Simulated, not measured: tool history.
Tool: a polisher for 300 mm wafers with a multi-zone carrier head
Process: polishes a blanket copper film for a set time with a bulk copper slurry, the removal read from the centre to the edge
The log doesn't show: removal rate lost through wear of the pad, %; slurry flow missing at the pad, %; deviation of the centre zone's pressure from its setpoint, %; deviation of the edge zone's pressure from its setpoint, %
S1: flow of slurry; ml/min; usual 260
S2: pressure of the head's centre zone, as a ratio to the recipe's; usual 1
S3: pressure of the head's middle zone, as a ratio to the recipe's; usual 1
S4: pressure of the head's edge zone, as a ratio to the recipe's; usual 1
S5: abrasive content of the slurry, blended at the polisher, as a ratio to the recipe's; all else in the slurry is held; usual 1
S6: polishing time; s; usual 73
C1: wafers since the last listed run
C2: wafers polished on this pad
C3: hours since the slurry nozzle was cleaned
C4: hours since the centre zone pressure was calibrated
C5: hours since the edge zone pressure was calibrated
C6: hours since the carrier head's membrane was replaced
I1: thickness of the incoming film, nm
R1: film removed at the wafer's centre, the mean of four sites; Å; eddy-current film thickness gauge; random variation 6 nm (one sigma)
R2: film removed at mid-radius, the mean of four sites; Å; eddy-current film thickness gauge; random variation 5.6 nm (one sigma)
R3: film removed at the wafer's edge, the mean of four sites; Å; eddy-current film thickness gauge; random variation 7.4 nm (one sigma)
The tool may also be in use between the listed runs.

run,hour,S1,S2,S3,S4,S5,S6,C1,C2,C3,C4,C5,C6,I1,R1,R2,R3
1,0,260,1,1,1,1,73,0,322,432.1,83.4,1060.1,1597.8,4612.6,4673,4725,4864
2,33.6,260,1,1,1,1,73,317,640,465.7,117,1093.7,1631.4,4717.5,4618,4591,4779
3,62.6,260,0.93,1,0.96,1,73,274,915,494.7,146,1122.7,1660.4,4632,4140,4595,4653
4,91,260,1,1,1,1,73,268,1183,523.1,174.4,1151.1,1688.8,4639,4397,4548,4581
# hour 98: edge zone pressure recalibrated
5,120.6,260,1,1,1,1,61,261,1445,552.7,204,22.6,1718.4,4545.1,3579,3787,3746
6,141.3,315,1.03,1.07,1,1.1,73,195,1640,573.4,224.7,43.3,1739.1,4599.9,4670,4970,4804
# hour 168: worn pad replaced by a new one
7,177,180,1,1,1,0.9,93,299,85,609.1,260.4,79,1774.8,4612.9,5417,5765,5916
# hour 191.6: slurry nozzle cleaned
# hour 199.1: carrier head's membrane replaced by a new one
8,202.8,260,1,0.91,0.97,1,73,187,272,11.2,286.2,104.8,3.7,4658.7,4492,4390,4688
9,217.8,260,1,1,1.06,1,81,141,414,26.2,301.2,119.8,18.7,4599.3,5081,5216,5519
10,239.8,260,0.89,1,0.97,1,73,208,622,48.2,323.2,141.8,40.7,4635.6,3897,4677,4760
11,278.4,260,0.92,1,1,0.9,57,365,987,86.8,361.8,180.4,79.3,4595.3,3067,3476,3601
12,303.1,260,1,1,1,1,73,233,1221,111.5,386.5,205.1,104,4599,4283,4510,4633
13,336.9,260,1,1,1,1,73,319,1541,145.3,420.3,238.9,137.8,4616.8,4310,4447,4563
14,348.9,260,1.09,0.94,1,1,63,113,1654,157.3,432.3,250.9,149.8,4661.2,4103,3720,4009
# hour 353.2: worn pad replaced by a new one
15,365.3,305,1,1,1,1,73,117,114,173.7,448.7,267.3,166.2,4648.4,4717,4910,5062
16,411.9,260,1,1,1,1,73,440,555,220.3,495.3,313.9,212.8,4525.5,4334,4708,4836
17,446.8,260,1,1,1,1,73,330,885,255.2,530.2,348.8,247.7,4598.5,4380,4590,4827
18,470.9,260,1,1,1,1,48,228,1113,279.3,554.3,372.9,271.8,4567.8,2860,3001,3153
19,560,260,1,1,1,0.85,73,843,1956,368.4,643.4,462,360.9,4594.8,3975,4287,4350
# hour 581.3: worn pad replaced by a new one
20,595.3,260,1,1,0.94,1,73,296,132,403.7,678.7,497.3,396.2,4570.1,4551,4841,4971

Forecast each of these 5 alternatives for the next run:
A,595.8,260,1,1,1,1,73,4,136,404.2,679.2,497.8,396.7,4558,?,?,?
B,595.8,220,1,1,0.94,0.9,73,4,136,404.2,679.2,497.8,396.7,4558,?,?,?
C,595.8,260,1.09,1,1,1,73,4,136,404.2,679.2,497.8,396.7,4558,?,?,?
D,595.8,335,1,0.94,1,1,73,4,136,404.2,679.2,497.8,396.7,4558,?,?,?
E,595.8,260,1,1.08,1,1.15,73,4,136,404.2,679.2,497.8,396.7,4558,?,?,?

run,R1,R2,R3
A,4555,4819,4894
B,4315,4578,4544
C,4970,4817,4894
D,4691,4700,4999
E,4733,5343,5077
Without the tool's hidden state the same runs would have given:
run,R1,R2,R3
A,4905,4919,4997
B,4647,4673,4639
C,5350,4917,4997
D,5051,4797,5103
E,5097,5454,5184
